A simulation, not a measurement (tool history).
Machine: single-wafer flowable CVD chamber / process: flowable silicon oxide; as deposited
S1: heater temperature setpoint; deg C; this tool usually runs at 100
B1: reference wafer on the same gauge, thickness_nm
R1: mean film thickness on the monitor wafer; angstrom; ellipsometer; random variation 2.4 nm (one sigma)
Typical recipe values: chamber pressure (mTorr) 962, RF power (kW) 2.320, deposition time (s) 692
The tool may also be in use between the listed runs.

run 1 hour=0.0 | S1=104 chamber_pressure_(mTorr)=962 RF_power_(kW)=2.680 deposition_time_(s)=692 | B1=462.132 | R1=4847.41
-- hour=12.0 RF generator calibrated
run 2 hour=40.0 | S1=104 chamber_pressure_(mTorr)=962 RF_power_(kW)=2.680 deposition_time_(s)=692 | B1=461.985 | R1=4844.22
run 3 hour=82.4 | S1=100 chamber_pressure_(mTorr)=962 RF_power_(kW)=2.320 deposition_time_(s)=692 | B1=462.436 | R1=5569.32
run 4 hour=143.7 | S1=100 chamber_pressure_(mTorr)=962 RF_power_(kW)=2.320 deposition_time_(s)=692 | B1=463.807 | R1=5564.06
run 5 hour=242.5 | S1=100 chamber_pressure_(mTorr)=962 RF_power_(kW)=2.320 deposition_time_(s)=692 | B1=465.527 | R1=5592.94
-- hour=287.2 thermocouple changed; heater temperature recalibrated
run 6 hour=330.4 | S1=106 chamber_pressure_(mTorr)=962 RF_power_(kW)=2.320 deposition_time_(s)=692 | B1=465.573 | R1=4413.68
run 7 hour=387.9 | S1=106 chamber_pressure_(mTorr)=962 RF_power_(kW)=2.320 deposition_time_(s)=692 | B1=466.322 | R1=4392.95
-- hour=397.9 capacitance manometer re-zeroed and calibrated
run 8 hour=490.7 | S1=100 chamber_pressure_(mTorr)=962 RF_power_(kW)=2.320 deposition_time_(s)=692 | B1=466.563 | R1=5568.39
run 9 hour=577.3 | S1=100 chamber_pressure_(mTorr)=962 RF_power_(kW)=2.320 deposition_time_(s)=692 | B1=467.284 | R1=5594.30
run 10 hour=667.9 | S1=100 chamber_pressure_(mTorr)=962 RF_power_(kW)=2.320 deposition_time_(s)=692 | B1=466.493 | R1=5573.41
run 11 hour=740.8 | S1=100 chamber_pressure_(mTorr)=962 RF_power_(kW)=2.320 deposition_time_(s)=732 | B1=467.771 | R1=5931.34
-- hour=819.3 gauge calibrated
run 12 hour=841.3 | S1=100 chamber_pressure_(mTorr)=962 RF_power_(kW)=2.320 deposition_time_(s)=692 | B1=455.308 | R1=5500.82
run 13 hour=893.6 | S1=100 chamber_pressure_(mTorr)=962 RF_power_(kW)=2.320 deposition_time_(s)=692 | B1=457.961 | R1=5488.54
run 14 hour=981.2 | S1=100 chamber_pressure_(mTorr)=962 RF_power_(kW)=2.320 deposition_time_(s)=692 | B1=460.758 | R1=5455.88
run 15 hour=1062.3 | S1=104 chamber_pressure_(mTorr)=1085 RF_power_(kW)=2.320 deposition_time_(s)=756 | B1=461.662 | R1=5856.34
-- hour=1095.8 RF generator calibrated
run 16 hour=1106.3 | S1=100 chamber_pressure_(mTorr)=832 RF_power_(kW)=2.320 deposition_time_(s)=692 | B1=463.682 | R1=4777.84
run 17 hour=1196.3 | S1=89 chamber_pressure_(mTorr)=1174 RF_power_(kW)=1.895 deposition_time_(s)=767 | B1=464.954 | R1=10755.97
run 18 hour=1244.2 | S1=100 chamber_pressure_(mTorr)=962 RF_power_(kW)=2.320 deposition_time_(s)=692 | B1=465.649 | R1=5557.08
run 19 hour=1338.3 | S1=92 chamber_pressure_(mTorr)=803 RF_power_(kW)=2.320 deposition_time_(s)=692 | B1=466.799 | R1=6301.66
run 20 hour=1436.5 | S1=108 chamber_pressure_(mTorr)=1047 RF_power_(kW)=2.005 deposition_time_(s)=597 | B1=466.807 | R1=3774.80
-- hour=1459.2 capacitance manometer re-zeroed and calibrated
run 21 hour=1513.8 | S1=100 chamber_pressure_(mTorr)=962 RF_power_(kW)=2.320 deposition_time_(s)=692 | B1=468.647 | R1=5610.52
-- hour=1526.0 showerhead replaced
run 22 hour=1587.3 | S1=100 chamber_pressure_(mTorr)=736 RF_power_(kW)=2.320 deposition_time_(s)=591 | B1=468.796 | R1=3645.82
run 23 hour=1623.3 | S1=100 chamber_pressure_(mTorr)=962 RF_power_(kW)=2.320 deposition_time_(s)=692 | B1=469.248 | R1=5622.10
-- hour=1699.8 thermocouple changed; heater temperature recalibrated
run 24 hour=1715.0 | S1=100 chamber_pressure_(mTorr)=962 RF_power_(kW)=2.320 deposition_time_(s)=621 | B1=469.531 | R1=5026.39
run 25 hour=1820.2 | S1=100 chamber_pressure_(mTorr)=1120 RF_power_(kW)=2.320 deposition_time_(s)=653 | B1=470.401 | R1=6103.94
run 26 hour=1912.0 | S1=100 chamber_pressure_(mTorr)=962 RF_power_(kW)=2.320 deposition_time_(s)=620 | B1=469.511 | R1=5002.45
-- hour=2099.9 gauge calibrated
-- hour=2235.4 RF generator calibrated
run 27 hour=2235.9 | S1=100 chamber_pressure_(mTorr)=962 RF_power_(kW)=2.320 deposition_time_(s)=692 | B1=457.198 | R1=5511.44
run 28 hour=2282.3 | S1=100 chamber_pressure_(mTorr)=962 RF_power_(kW)=2.320 deposition_time_(s)=692 | B1=459.010 | R1=5484.98

4 options for the next run, each taken on its own from the tool as it stands now. Forecast them:
run A hour=2282.9 | S1=104 chamber_pressure_(mTorr)=962 RF_power_(kW)=2.320 deposition_time_(s)=692 | B1=? | R1=?
run B hour=2282.9 | S1=104 chamber_pressure_(mTorr)=962 RF_power_(kW)=2.175 deposition_time_(s)=692 | B1=? | R1=?
run C hour=2282.9 | S1=106 chamber_pressure_(mTorr)=842 RF_power_(kW)=2.545 deposition_time_(s)=620 | B1=? | R1=?
run D hour=2282.9 | S1=100 chamber_pressure_(mTorr)=962 RF_power_(kW)=2.630 deposition_time_(s)=692 | B1=? | R1=?

run=A B1=458.594 R1=4713.76
run=B B1=458.594 R1=4667.10
run=C B1=458.594 R1=3475.55
run=D B1=458.594 R1=5597.72
With no hidden state in the tool, these same runs would have given:
run=A R1=4667.37
run=B R1=4621.17
run=C R1=3441.35
run=D R1=5542.63
